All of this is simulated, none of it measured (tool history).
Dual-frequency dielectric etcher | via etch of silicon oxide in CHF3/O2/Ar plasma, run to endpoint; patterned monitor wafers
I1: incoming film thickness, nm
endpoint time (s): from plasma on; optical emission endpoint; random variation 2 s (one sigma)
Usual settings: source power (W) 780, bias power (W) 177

run 1 hour=0.0 | source_power_(W)=780 bias_power_(W)=177 | I1=547.4 | endpoint_time_(s)=241.8
run 2 hour=15.6 | source_power_(W)=780 bias_power_(W)=177 | I1=545.8 | endpoint_time_(s)=239.5
run 3 hour=31.0 | source_power_(W)=780 bias_power_(W)=177 | I1=553.1 | endpoint_time_(s)=243.6
run 4 hour=45.5 | source_power_(W)=780 bias_power_(W)=155 | I1=549.7 | endpoint_time_(s)=260.3
run 5 hour=102.7 | source_power_(W)=780 bias_power_(W)=160 | I1=551.1 | endpoint_time_(s)=255.2
run 6 hour=131.9 | source_power_(W)=780 bias_power_(W)=160 | I1=550.3 | endpoint_time_(s)=252.8
run 7 hour=160.9 | source_power_(W)=780 bias_power_(W)=160 | I1=555.0 | endpoint_time_(s)=253.9
run 8 hour=190.2 | source_power_(W)=780 bias_power_(W)=177 | I1=549.8 | endpoint_time_(s)=236.5
run 9 hour=214.6 | source_power_(W)=780 bias_power_(W)=177 | I1=559.3 | endpoint_time_(s)=246.9
run 10 hour=242.6 | source_power_(W)=910 bias_power_(W)=164 | I1=548.9 | endpoint_time_(s)=233.7
run 11 hour=256.7 | source_power_(W)=780 bias_power_(W)=177 | I1=545.3 | endpoint_time_(s)=241.5
-- hour=288.9 wet clean of the chamber
run 12 hour=289.4 | source_power_(W)=780 bias_power_(W)=177 | I1=550.0 | endpoint_time_(s)=241.0
run 13 hour=307.5 | source_power_(W)=780 bias_power_(W)=144 | I1=555.9 | endpoint_time_(s)=275.0
run 14 hour=339.3 | source_power_(W)=780 bias_power_(W)=177 | I1=545.1 | endpoint_time_(s)=240.4
run 15 hour=360.4 | source_power_(W)=650 bias_power_(W)=177 | I1=545.2 | endpoint_time_(s)=262.1
-- hour=387.0 upper electrode replaced
run 16 hour=387.5 | source_power_(W)=860 bias_power_(W)=137 | I1=552.7 | endpoint_time_(s)=269.9
run 17 hour=406.3 | source_power_(W)=960 bias_power_(W)=158 | I1=552.8 | endpoint_time_(s)=234.5
run 18 hour=419.1 | source_power_(W)=780 bias_power_(W)=190 | I1=550.1 | endpoint_time_(s)=233.9
run 19 hour=448.0 | source_power_(W)=780 bias_power_(W)=177 | I1=547.2 | endpoint_time_(s)=238.6
run 20 hour=470.4 | source_power_(W)=940 bias_power_(W)=205 | I1=554.9 | endpoint_time_(s)=206.6
-- hour=520.5 bias power generator calibrated
-- hour=532.2 source power generator calibrated
run 21 hour=577.6 | source_power_(W)=780 bias_power_(W)=219 | I1=548.8 | endpoint_time_(s)=217.8
run 22 hour=609.5 | source_power_(W)=780 bias_power_(W)=221 | I1=548.4 | endpoint_time_(s)=214.5
run 23 hour=635.5 | source_power_(W)=860 bias_power_(W)=163 | I1=544.6 | endpoint_time_(s)=239.1
run 24 hour=666.7 | source_power_(W)=920 bias_power_(W)=194 | I1=552.0 | endpoint_time_(s)=212.7
run 25 hour=697.7 | source_power_(W)=780 bias_power_(W)=177 | I1=554.1 | endpoint_time_(s)=242.0
run 26 hour=711.1 | source_power_(W)=630 bias_power_(W)=148 | I1=550.0 | endpoint_time_(s)=295.0
run 27 hour=730.0 | source_power_(W)=780 bias_power_(W)=221 | I1=552.4 | endpoint_time_(s)=217.4

4 ways to go on from here, each from the tool as it stands after run 27. What would each give?
run A hour=730.5 | source_power_(W)=780 bias_power_(W)=213 | I1=550.8 | endpoint_time_(s)=?
run B hour=730.5 | source_power_(W)=780 bias_power_(W)=202 | I1=550.8 | endpoint_time_(s)=?
run C hour=730.5 | source_power_(W)=690 bias_power_(W)=177 | I1=550.8 | endpoint_time_(s)=?
run D hour=730.5 | source_power_(W)=620 bias_power_(W)=197 | I1=550.8 | endpoint_time_(s)=?

run=A endpoint_time_(s)=219.5
run=B endpoint_time_(s)=225.5
run=C endpoint_time_(s)=256.6
run=D endpoint_time_(s)=256.1
Without the tool's hidden state the same runs would have given:
run=A endpoint_time_(s)=219.5
run=B endpoint_time_(s)=225.5
run=C endpoint_time_(s)=256.6
run=D endpoint_time_(s)=256.1

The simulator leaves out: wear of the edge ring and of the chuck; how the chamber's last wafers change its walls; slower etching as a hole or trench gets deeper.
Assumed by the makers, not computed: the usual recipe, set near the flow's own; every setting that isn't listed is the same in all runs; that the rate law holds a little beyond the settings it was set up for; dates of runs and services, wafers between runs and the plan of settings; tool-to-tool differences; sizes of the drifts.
